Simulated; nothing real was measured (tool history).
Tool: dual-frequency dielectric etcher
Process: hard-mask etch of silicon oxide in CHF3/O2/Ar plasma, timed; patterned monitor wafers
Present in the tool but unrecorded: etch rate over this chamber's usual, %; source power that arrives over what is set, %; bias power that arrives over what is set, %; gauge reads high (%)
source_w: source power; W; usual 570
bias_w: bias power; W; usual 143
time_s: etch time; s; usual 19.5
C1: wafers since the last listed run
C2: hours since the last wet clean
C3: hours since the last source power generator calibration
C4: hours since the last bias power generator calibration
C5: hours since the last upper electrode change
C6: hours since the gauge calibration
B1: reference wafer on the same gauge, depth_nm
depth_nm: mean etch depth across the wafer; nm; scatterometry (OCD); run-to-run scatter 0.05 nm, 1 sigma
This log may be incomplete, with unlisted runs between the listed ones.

run 1 hour=0.0 | source_w=570 bias_w=143 time_s=19.5 | C1=0 C2=186.0 C3=2693.1 C4=1864.9 C5=4101.2 C6=320.1 | B1=32.99 | depth_nm=33.72
run 2 hour=175.4 | source_w=570 bias_w=143 time_s=19.5 | C1=3220 C2=361.4 C3=2868.5 C4=2040.3 C5=4276.6 C6=495.5 | B1=32.99 | depth_nm=33.79
run 3 hour=209.8 | source_w=570 bias_w=143 time_s=19.5 | C1=631 C2=395.8 C3=2902.9 C4=2074.7 C5=4311.0 C6=529.9 | B1=33.01 | depth_nm=33.82
run 4 hour=242.8 | source_w=570 bias_w=143 time_s=19.5 | C1=605 C2=428.8 C3=2935.9 C4=2107.7 C5=4344.0 C6=562.9 | B1=32.99 | depth_nm=33.86
run 5 hour=269.0 | source_w=570 bias_w=143 time_s=19.5 | C1=481 C2=455.0 C3=2962.1 C4=2133.9 C5=4370.2 C6=589.1 | B1=32.99 | depth_nm=33.85
-- hour=304.8 wet clean of the chamber
run 6 hour=305.3 | source_w=570 bias_w=143 time_s=19.5 | C1=225 C2=0.5 C3=2998.4 C4=2170.2 C5=4406.5 C6=625.4 | B1=33.00 | depth_nm=33.75
run 7 hour=345.1 | source_w=570 bias_w=143 time_s=19.5 | C1=730 C2=40.3 C3=3038.2 C4=2210.0 C5=4446.3 C6=665.2 | B1=32.99 | depth_nm=33.90
run 8 hour=369.2 | source_w=570 bias_w=143 time_s=19.5 | C1=442 C2=64.4 C3=3062.3 C4=2234.1 C5=4470.4 C6=689.3 | B1=32.99 | depth_nm=33.79
-- hour=380.6 source power generator calibrated
run 9 hour=410.6 | source_w=570 bias_w=115 time_s=19.5 | C1=686 C2=105.8 C3=30.0 C4=2275.5 C5=4511.8 C6=730.7 | B1=32.99 | depth_nm=30.95
-- hour=422.5 gauge calibrated
run 10 hour=477.3 | source_w=630 bias_w=127 time_s=22.5 | C1=1224 C2=172.5 C3=96.7 C4=2342.2 C5=4578.5 C6=54.8 | B1=33.01 | depth_nm=38.65
run 11 hour=538.6 | source_w=670 bias_w=143 time_s=19.5 | C1=1125 C2=233.8 C3=158.0 C4=2403.5 C5=4639.8 C6=116.1 | B1=33.01 | depth_nm=35.77
-- hour=566.7 bias power generator calibrated
run 12 hour=601.9 | source_w=470 bias_w=155 time_s=22.0 | C1=1088 C2=297.1 C3=221.3 C4=35.2 C5=4703.1 C6=179.4 | B1=33.00 | depth_nm=35.24
-- hour=641.3 upper electrode replaced
run 13 hour=661.0 | source_w=570 bias_w=143 time_s=19.5 | C1=644 C2=356.2 C3=280.4 C4=94.3 C5=19.7 C6=238.5 | B1=33.01 | depth_nm=33.55
run 14 hour=732.8 | source_w=570 bias_w=143 time_s=17.0 | C1=1318 C2=428.0 C3=352.2 C4=166.1 C5=91.5 C6=310.3 | B1=32.99 | depth_nm=29.21
run 15 hour=782.5 | source_w=640 bias_w=111 time_s=13.5 | C1=912 C2=477.7 C3=401.9 C4=215.8 C5=141.2 C6=360.0 | B1=33.01 | depth_nm=22.75
-- hour=810.1 wet clean of the chamber
run 16 hour=846.9 | source_w=570 bias_w=143 time_s=19.5 | C1=741 C2=36.8 C3=466.3 C4=280.2 C5=205.6 C6=424.4 | B1=33.00 | depth_nm=33.55

What differs in the tool's unlogged condition from the final listed run ahead of each entry between runs to the first listed run following it?
Run 5 -> run 6: wet clean of the chamber (hour 304.8)
  source power that arrives over what is set, %: 5.17 -> 5.22; bias power that arrives over what is set, %: -5.47 -> -5.49
  measured less the result without the state, depth_nm: +0.27 -> +0.28 nm
Run 8 -> run 9: source power generator calibrated (hour 380.6)
  source power that arrives over what is set, %: 5.32 -> 0.208; bias power that arrives over what is set, %: -5.51 -> -5.53
  measured less the result without the state, depth_nm: +0.29 -> -0.48 nm
Run 9 -> run 10: gauge calibrated (hour 422.5)
  source power that arrives over what is set, %: 0.208 -> 0.309; bias power that arrives over what is set, %: -5.53 -> -5.55
  measured less the result without the state, depth_nm: -0.48 -> -0.60 nm
Run 11 -> run 12: bias power generator calibrated (hour 566.7)
  source power that arrives over what is set, %: 0.402 -> 0.498; bias power that arrives over what is set, %: -5.57 -> -0.314
  measured less the result without the state, depth_nm: -0.55 -> +0.05 nm
Run 12 -> run 13: upper electrode replaced (hour 641.3)
  source power that arrives over what is set, %: 0.498 -> 0.587; bias power that arrives over what is set, %: -0.314 -> -0.683
  measured less the result without the state, depth_nm: +0.05 -> +0.03 nm
Run 15 -> run 16: wet clean of the chamber (hour 810.1)
  source power that arrives over what is set, %: 0.771 -> 0.869; bias power that arrives over what is set, %: -1.36 -> -1.68
  measured less the result without the state, depth_nm: +0.00 -> -0.03 nm
